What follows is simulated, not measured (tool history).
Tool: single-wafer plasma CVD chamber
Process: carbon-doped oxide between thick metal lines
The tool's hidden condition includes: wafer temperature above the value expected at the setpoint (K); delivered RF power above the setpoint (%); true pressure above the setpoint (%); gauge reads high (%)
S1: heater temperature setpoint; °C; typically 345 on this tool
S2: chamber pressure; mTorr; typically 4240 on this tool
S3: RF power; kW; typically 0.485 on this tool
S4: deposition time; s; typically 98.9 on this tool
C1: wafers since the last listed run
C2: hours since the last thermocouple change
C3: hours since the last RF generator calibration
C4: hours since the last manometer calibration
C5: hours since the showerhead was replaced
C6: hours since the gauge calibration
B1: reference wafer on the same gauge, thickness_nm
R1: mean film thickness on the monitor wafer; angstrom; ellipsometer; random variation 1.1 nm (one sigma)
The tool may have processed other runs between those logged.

run 1 hour=0 | S1=345 S2=4240 S3=0.485 S4=98.9 | C1=0 C2=1939.4 C3=474.8 C4=679.2 C5=5755.9 C6=617.2 | B1=595.257 | R1=5125.42
run 2 hour=56.3 | S1=335 S2=4240 S3=0.485 S4=108.2 | C1=879 C2=1995.7 C3=531.1 C4=735.5 C5=5812.2 C6=673.5 | B1=594.882 | R1=5753.4
run 3 hour=102.1 | S1=335 S2=4240 S3=0.485 S4=108.2 | C1=715 C2=2041.5 C3=576.9 C4=781.3 C5=5858 C6=719.3 | B1=594.86 | R1=5762.02
run 4 hour=154.8 | S1=338 S2=4800 S3=0.485 S4=98.9 | C1=823 C2=2094.2 C3=629.6 C4=834 C5=5910.7 C6=772 | B1=595.054 | R1=5284.57
run 5 hour=209.7 | S1=338 S2=4800 S3=0.485 S4=98.9 | C1=857 C2=2149.1 C3=684.5 C4=888.9 C5=5965.6 C6=826.9 | B1=595.086 | R1=5291.54
run 6 hour=252.1 | S1=345 S2=4240 S3=0.485 S4=107.7 | C1=662 C2=2191.5 C3=726.9 C4=931.3 C5=6008 C6=869.3 | B1=595.206 | R1=5580.96
run 7 hour=276.7 | S1=345 S2=4240 S3=0.485 S4=107.7 | C1=384 C2=2216.1 C3=751.5 C4=955.9 C5=6032.6 C6=893.9 | B1=595.897 | R1=5568.59
run 8 hour=311.6 | S1=345 S2=4240 S3=0.485 S4=87.8 | C1=545 C2=2251 C3=786.4 C4=990.8 C5=6067.5 C6=928.8 | B1=594.092 | R1=4565.43
run 9 hour=335.8 | S1=345 S2=4240 S3=0.485 S4=87.8 | C1=378 C2=2275.2 C3=810.6 C4=1015 C5=6091.7 C6=953 | B1=594.793 | R1=4560.49
-- hour=353 gauge calibrated
run 10 hour=361.2 | S1=345 S2=4240 S3=0.485 S4=98.9 | C1=396 C2=2300.6 C3=836 C4=1040.4 C5=6117.1 C6=8.2 | B1=595.224 | R1=5115.66
-- hour=392.4 capacitance manometer re-zeroed and calibrated
run 11 hour=401.2 | S1=345 S2=4240 S3=0.485 S4=98.9 | C1=499 C2=2340.6 C3=876 C4=8.8 C5=6157.1 C6=48.2 | B1=595.042 | R1=5131.38
run 12 hour=455 | S1=345 S2=4240 S3=0.485 S4=98.9 | C1=840 C2=2394.4 C3=929.8 C4=62.6 C5=6210.9 C6=102 | B1=594.594 | R1=5118.98
run 13 hour=519.9 | S1=345 S2=4240 S3=0.485 S4=98.9 | C1=1013 C2=2459.3 C3=994.7 C4=127.5 C5=6275.8 C6=166.9 | B1=594.63 | R1=5141.19
-- hour=543.1 thermocouple changed; heater temperature recalibrated
run 14 hour=590.8 | S1=345 S2=5250 S3=0.485 S4=98.9 | C1=982 C2=47.7 C3=1065.6 C4=198.4 C5=6346.7 C6=237.8 | B1=594.945 | R1=5175.03
-- hour=621.9 RF generator calibrated
run 15 hour=625.3 | S1=338 S2=4240 S3=0.485 S4=109.8 | C1=413 C2=82.2 C3=3.4 C4=232.9 C5=6381.2 C6=272.3 | B1=594.363 | R1=5702.31
run 16 hour=651.8 | S1=350 S2=3600 S3=0.485 S4=98.9 | C1=413 C2=108.7 C3=29.9 C4=259.4 C5=6407.7 C6=298.8 | B1=595.064 | R1=4914.35
run 17 hour=678.9 | S1=353 S2=3830 S3=0.485 S4=98.9 | C1=423 C2=135.8 C3=57 C4=286.5 C5=6434.8 C6=325.9 | B1=594.837 | R1=4913.21
run 18 hour=726.6 | S1=345 S2=4240 S3=0.485 S4=98.9 | C1=745 C2=183.5 C3=104.7 C4=334.2 C5=6482.5 C6=373.6 | B1=595.566 | R1=5072.13
run 19 hour=777.8 | S1=345 S2=4240 S3=0.485 S4=87.8 | C1=799 C2=234.7 C3=155.9 C4=385.4 C5=6533.7 C6=424.8 | B1=595.821 | R1=4493.83
run 20 hour=834.1 | S1=345 S2=4240 S3=0.485 S4=98.9 | C1=879 C2=291 C3=212.2 C4=441.7 C5=6590 C6=481.1 | B1=595.346 | R1=5075.75
run 21 hour=875.9 | S1=345 S2=4240 S3=0.485 S4=98.9 | C1=652 C2=332.8 C3=254 C4=483.5 C5=6631.8 C6=522.9 | B1=595.187 | R1=5073.06
run 22 hour=940.7 | S1=354 S2=4240 S3=0.525 S4=82.2 | C1=1012 C2=397.6 C3=318.8 C4=548.3 C5=6696.6 C6=587.7 | B1=595.015 | R1=4390.98
run 23 hour=1005.5 | S1=350 S2=3420 S3=0.54 S4=98.9 | C1=1012 C2=462.4 C3=383.6 C4=613.1 C5=6761.4 C6=652.5 | B1=595.075 | R1=5326.47
run 24 hour=1045.7 | S1=359 S2=4240 S3=0.485 S4=98.9 | C1=627 C2=502.6 C3=423.8 C4=653.3 C5=6801.6 C6=692.7 | B1=594.585 | R1=4914.78
-- hour=1062.2 showerhead replaced
run 25 hour=1086.7 | S1=345 S2=4240 S3=0.435 S4=98.9 | C1=515 C2=543.6 C3=464.8 C4=694.3 C5=24.5 C6=733.7 | B1=595.206 | R1=4629.49
run 26 hour=1129.8 | S1=345 S2=3640 S3=0.485 S4=87.2 | C1=673 C2=586.7 C3=507.9 C4=737.4 C5=67.6 C6=776.8 | B1=595.175 | R1=4419.64
run 27 hour=1189.3 | S1=341 S2=4750 S3=0.405 S4=91.7 | C1=929 C2=646.2 C3=567.4 C4=796.9 C5=127.1 C6=836.3 | B1=594.411 | R1=4102.04
-- hour=1356.8 gauge calibrated
run 28 hour=1363 | S1=341 S2=5150 S3=0.415 S4=98.9 | C1=2713 C2=819.9 C3=741.1 C4=970.6 C5=300.8 C6=6.2 | B1=594.812 | R1=4574.27
run 29 hour=1408.3 | S1=345 S2=4240 S3=0.485 S4=81.7 | C1=707 C2=865.2 C3=786.4 C4=1015.9 C5=346.1 C6=51.5 | B1=595.67 | R1=4223.01

Run by run, hidden condition taken away, random variation retained:
run=1 R1=5058.33
run=2 R1=5667.94
run=3 R1=5674.57
run=4 R1=5203.11
run=5 R1=5207.94
run=6 R1=5498.42
run=7 R1=5485.29
run=8 R1=4496.04
run=9 R1=4490.42
run=10 R1=5036.16
run=11 R1=5050.23
run=12 R1=5036.13
run=13 R1=5055.69
run=14 R1=5160.19
run=15 R1=5683.02
run=16 R1=4898.57
run=17 R1=4897.86
run=18 R1=5053.2
run=19 R1=4475.59
run=20 R1=5053.31
run=21 R1=5049.29
run=22 R1=4370.62
run=23 R1=5297.52
run=24 R1=4889.36
run=25 R1=4601.56
run=26 R1=4391.76
run=27 R1=4073.47
run=28 R1=4536.9
run=29 R1=4188.86
